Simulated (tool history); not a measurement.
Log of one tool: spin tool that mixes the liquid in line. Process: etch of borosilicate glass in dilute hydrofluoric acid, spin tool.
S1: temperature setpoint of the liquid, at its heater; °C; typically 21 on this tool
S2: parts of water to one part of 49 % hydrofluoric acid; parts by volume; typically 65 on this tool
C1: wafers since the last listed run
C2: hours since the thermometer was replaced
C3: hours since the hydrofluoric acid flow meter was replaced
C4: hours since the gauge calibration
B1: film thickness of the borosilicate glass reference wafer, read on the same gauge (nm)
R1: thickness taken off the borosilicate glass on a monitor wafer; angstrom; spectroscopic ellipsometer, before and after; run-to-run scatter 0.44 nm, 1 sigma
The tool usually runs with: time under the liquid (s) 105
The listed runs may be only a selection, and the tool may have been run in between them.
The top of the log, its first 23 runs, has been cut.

Run 24, hour 1154.4: usual settings; C1 309; C2 921.2; C3 59.3; C4 954.3; B1 49.99. Result: R1 561 angstrom.
Run 25, hour 1220: usual settings but S1 25 °C; C1 607; C2 986.8; C3 124.9; C4 1019.9; B1 50.01. Result: R1 665.5 angstrom.
Run 26, hour 1251.7: usual settings; C1 293; C2 1018.5; C3 156.6; C4 1051.6; B1 49.98. Result: R1 563.7 angstrom.
Run 27, hour 1293.4: usual settings; C1 386; C2 1060.2; C3 198.3; C4 1093.3; B1 50.02. Result: R1 558 angstrom.
Run 28, hour 1328.7: usual settings but S2 85 parts by volume; C1 326; C2 1095.5; C3 233.6; C4 1128.6; B1 49.98. Result: R1 422.8 angstrom.
Run 29, hour 1359.8: usual settings but S1 24 °C, S2 85 parts by volume, time under the liquid (s) 80; C1 288; C2 1126.6; C3 264.7; C4 1159.7; B1 50.01. Result: R1 359.4 angstrom.
Run 30, hour 1414.6: usual settings but S1 19.5 °C, S2 80 parts by volume, time under the liquid (s) 140; C1 507; C2 1181.4; C3 319.5; C4 1214.5; B1 49.99. Result: R1 565.2 angstrom.
Run 31, hour 1444.2: usual settings but time under the liquid (s) 40; C1 274; C2 1211; C3 349.1; C4 1244.1; B1 49.98. Result: R1 211.2 angstrom.
Run 32, hour 1486.8: usual settings but S1 24.5 °C, time under the liquid (s) 45; C1 394; C2 1253.6; C3 391.7; C4 1286.7; B1 50. Result: R1 282.6 angstrom.
Run 33, hour 1537.6: usual settings but S1 23.5 °C, time under the liquid (s) 45; C1 470; C2 1304.4; C3 442.5; C4 1337.5; B1 49.98. Result: R1 269.1 angstrom.
Run 34, hour 1580.6: usual settings but S2 55 parts by volume, time under the liquid (s) 65; C1 398; C2 1347.4; C3 485.5; C4 1380.5; B1 49.99. Result: R1 418.5 angstrom.

Predict each of these 3 candidate next runs independently; none follows another, all start after run 34:
Run A, hour 1581: usual settings but S2 75 parts by volume; C1 3; C2 1347.8; C3 485.9; C4 1380.9; B1 ?. Result: R1 ?.
Run B, hour 1581: usual settings but S1 19.5 °C, S2 90 parts by volume; C1 3; C2 1347.8; C3 485.9; C4 1380.9; B1 ?. Result: R1 ?.
Run C, hour 1581: usual settings but S1 25.5 °C, S2 45 parts by volume, time under the liquid (s) 150; C1 3; C2 1347.8; C3 485.9; C4 1380.9; B1 ?. Result: R1 ?.

run     B1      R1
  A  49.98   476.6
  B  49.98   366.8
  C  49.98  1418.8
With no hidden state in the tool, these same runs would have given:
run      R1
  A   476.6
  B   366.8
  C  1418.8

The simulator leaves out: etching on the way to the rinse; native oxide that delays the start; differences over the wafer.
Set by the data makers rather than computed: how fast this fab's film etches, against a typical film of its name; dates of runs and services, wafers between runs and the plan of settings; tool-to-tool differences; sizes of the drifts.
